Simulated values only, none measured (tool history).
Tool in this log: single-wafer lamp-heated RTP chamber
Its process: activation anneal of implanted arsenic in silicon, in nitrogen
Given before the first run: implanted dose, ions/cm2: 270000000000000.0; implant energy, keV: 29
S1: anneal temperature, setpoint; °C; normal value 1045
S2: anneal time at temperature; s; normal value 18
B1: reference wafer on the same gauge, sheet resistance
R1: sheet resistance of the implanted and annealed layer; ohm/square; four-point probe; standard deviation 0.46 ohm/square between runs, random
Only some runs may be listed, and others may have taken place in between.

run 1 hour=0.0 | S1=1045 S2=18 | B1=293.95 | R1=308.42
run 2 hour=100.6 | S1=1045 S2=18 | B1=293.83 | R1=306.91
run 3 hour=141.1 | S1=1062 S2=18 | B1=294.05 | R1=304.99
run 4 hour=234.4 | S1=1045 S2=13 | B1=294.04 | R1=309.46
run 5 hour=294.0 | S1=1045 S2=13 | B1=293.91 | R1=308.33
-- hour=387.8 pyrometer window cleaned and pyrometer calibrated
run 6 hour=398.2 | S1=1045 S2=13 | B1=294.10 | R1=308.49
run 7 hour=478.9 | S1=1045 S2=18 | B1=293.97 | R1=307.43
-- hour=499.0 reflector plate cleaned
run 8 hour=707.8 | S1=1045 S2=18 | B1=293.97 | R1=307.12
run 9 hour=793.6 | S1=1024 S2=11 | B1=293.86 | R1=311.16
run 10 hour=877.7 | S1=1024 S2=11 | B1=293.99 | R1=311.48
-- hour=914.7 pyrometer window cleaned and pyrometer calibrated
run 11 hour=984.6 | S1=1024 S2=11 | B1=294.01 | R1=311.25
run 12 hour=1084.4 | S1=1045 S2=18 | B1=294.02 | R1=307.10
run 13 hour=1139.5 | S1=1045 S2=18 | B1=293.89 | R1=307.45
run 14 hour=1183.0 | S1=1045 S2=14 | B1=294.05 | R1=308.73
run 15 hour=1254.8 | S1=1045 S2=14 | B1=294.01 | R1=307.80
run 16 hour=1345.6 | S1=1027 S2=29 | B1=293.89 | R1=306.88
-- hour=1419.5 pyrometer window cleaned and pyrometer calibrated
run 17 hour=1420.0 | S1=1017 S2=15 | B1=293.93 | R1=310.97
-- hour=1454.6 gauge calibrated
run 18 hour=1520.1 | S1=1071 S2=7 | B1=293.98 | R1=309.47
-- hour=1545.4 reflector plate cleaned
run 19 hour=1615.4 | S1=1031 S2=23 | B1=294.02 | R1=307.67
run 20 hour=1709.4 | S1=1045 S2=18 | B1=293.93 | R1=307.60
run 21 hour=1783.2 | S1=1045 S2=14 | B1=294.07 | R1=309.35
-- hour=1869.0 pyrometer window cleaned and pyrometer calibrated
run 22 hour=1869.5 | S1=1064 S2=27 | B1=293.96 | R1=303.42
run 23 hour=1937.0 | S1=1016 S2=12 | B1=294.18 | R1=311.32
run 24 hour=1988.6 | S1=1057 S2=25 | B1=293.90 | R1=304.34
run 25 hour=2027.5 | S1=1018 S2=26 | B1=293.90 | R1=308.68
run 26 hour=2259.7 | S1=1069 S2=18 | B1=294.16 | R1=304.03
run 27 hour=2301.0 | S1=1045 S2=18 | B1=294.03 | R1=307.90
-- hour=2319.0 pyrometer window cleaned and pyrometer calibrated
run 28 hour=2352.0 | S1=1045 S2=18 | B1=294.07 | R1=306.18
-- hour=2412.2 reflector plate cleaned
run 29 hour=2444.8 | S1=1063 S2=23 | B1=293.93 | R1=304.78
run 30 hour=2505.6 | S1=1045 S2=18 | B1=294.15 | R1=307.58

List, for all runs, the conditions of the tool that the log does not record:
true wafer temperature minus pyrometer reading, K: 0 on each run
wafer temperature error from the tarnished reflector plate, K: 0 on each run
gauge reads high (%): 0 on each run
